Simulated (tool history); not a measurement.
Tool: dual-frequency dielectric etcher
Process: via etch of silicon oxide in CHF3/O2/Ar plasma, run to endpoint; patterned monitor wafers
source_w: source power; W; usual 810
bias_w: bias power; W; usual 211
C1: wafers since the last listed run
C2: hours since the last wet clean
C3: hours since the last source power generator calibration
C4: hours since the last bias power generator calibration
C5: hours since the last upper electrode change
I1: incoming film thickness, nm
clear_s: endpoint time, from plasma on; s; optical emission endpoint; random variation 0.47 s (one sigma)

Run 1, day 0.000: usual settings; C1 0; C2 105.3; C3 1044.5; C4 1515.0; C5 2705.1; I1 394.1. Result: clear_s 156.3 s.
Run 2, day 2.433: usual settings; C1 280; C2 163.7; C3 1102.9; C4 1573.4; C5 2763.5; I1 395.5. Result: clear_s 155.1 s.
Run 3, day 3.342: usual settings but bias_w 224 W; C1 104; C2 185.5; C3 1124.7; C4 1595.2; C5 2785.3; I1 395.4. Result: clear_s 152.1 s.
Run 4, day 4.562: usual settings but bias_w 224 W; C1 140; C2 214.8; C3 1154.0; C4 1624.5; C5 2814.6; I1 392.5. Result: clear_s 151.5 s.
Run 5, day 5.600: usual settings but bias_w 224 W; C1 119; C2 239.7; C3 1178.9; C4 1649.4; C5 2839.5; I1 391.2. Result: clear_s 151.2 s.
Run 6, day 6.162: usual settings but source_w 930 W; C1 64; C2 253.2; C3 1192.4; C4 1662.9; C5 2853.0; I1 396.0. Result: clear_s 149.9 s.
Run 7, day 6.967: usual settings but source_w 940 W; C1 92; C2 272.5; C3 1211.7; C4 1682.2; C5 2872.3; I1 395.3. Result: clear_s 149.4 s.
Run 8, day 7.792: usual settings but source_w 940 W; C1 95; C2 292.3; C3 1231.5; C4 1702.0; C5 2892.1; I1 396.5. Result: clear_s 148.7 s.
Run 9, day 8.567: usual settings but source_w 940 W; C1 89; C2 310.9; C3 1250.1; C4 1720.6; C5 2910.7; I1 394.3. Result: clear_s 148.1 s.
Run 10, day 9.171: usual settings; C1 69; C2 325.4; C3 1264.6; C4 1735.1; C5 2925.2; I1 395.5. Result: clear_s 154.1 s.
Run 11, day 9.954: usual settings; C1 90; C2 344.2; C3 1283.4; C4 1753.9; C5 2944.0; I1 395.6. Result: clear_s 155.0 s.
Run 12, day 10.479: usual settings; C1 60; C2 356.8; C3 1296.0; C4 1766.5; C5 2956.6; I1 400.0. Result: clear_s 156.7 s.
Run 13, day 11.608: usual settings; C1 130; C2 383.9; C3 1323.1; C4 1793.6; C5 2983.7; I1 391.7. Result: clear_s 153.6 s.
Run 14, day 13.021: usual settings but source_w 730 W, bias_w 169 W; C1 162; C2 417.8; C3 1357.0; C4 1827.5; C5 3017.6; I1 396.1. Result: clear_s 169.9 s.
Run 15, day 14.150: usual settings but source_w 730 W, bias_w 169 W; C1 130; C2 444.9; C3 1384.1; C4 1854.6; C5 3044.7; I1 394.4. Result: clear_s 168.8 s.
Run 16, day 14.938: usual settings but source_w 730 W, bias_w 169 W; C1 90; C2 463.8; C3 1403.0; C4 1873.5; C5 3063.6; I1 396.4. Result: clear_s 169.7 s.
At day 17.433: upper electrode replaced.
Run 17, day 18.083: usual settings but bias_w 252 W; C1 247; C2 539.3; C3 1478.5; C4 1949.0; C5 15.6; I1 394.9. Result: clear_s 144.6 s.
At day 20.158: wet clean of the chamber.
Run 18, day 20.179: usual settings but bias_w 252 W; C1 126; C2 0.5; C3 1528.8; C4 1999.3; C5 65.9; I1 395.2. Result: clear_s 149.7 s.
Run 19, day 20.542: usual settings; C1 41; C2 9.2; C3 1537.5; C4 2008.0; C5 74.6; I1 394.0. Result: clear_s 157.2 s.

Forecast run 20:
Run 20, day 21.871: usual settings; C1 153; C2 41.1; C3 1569.4; C4 2039.9; C5 106.5; I1 393.2. Result: clear_s ?.

{"run 20": {"clear_s": 157.9}}
Without the tool's hidden state the same run would have given clear_s 157.6 s.

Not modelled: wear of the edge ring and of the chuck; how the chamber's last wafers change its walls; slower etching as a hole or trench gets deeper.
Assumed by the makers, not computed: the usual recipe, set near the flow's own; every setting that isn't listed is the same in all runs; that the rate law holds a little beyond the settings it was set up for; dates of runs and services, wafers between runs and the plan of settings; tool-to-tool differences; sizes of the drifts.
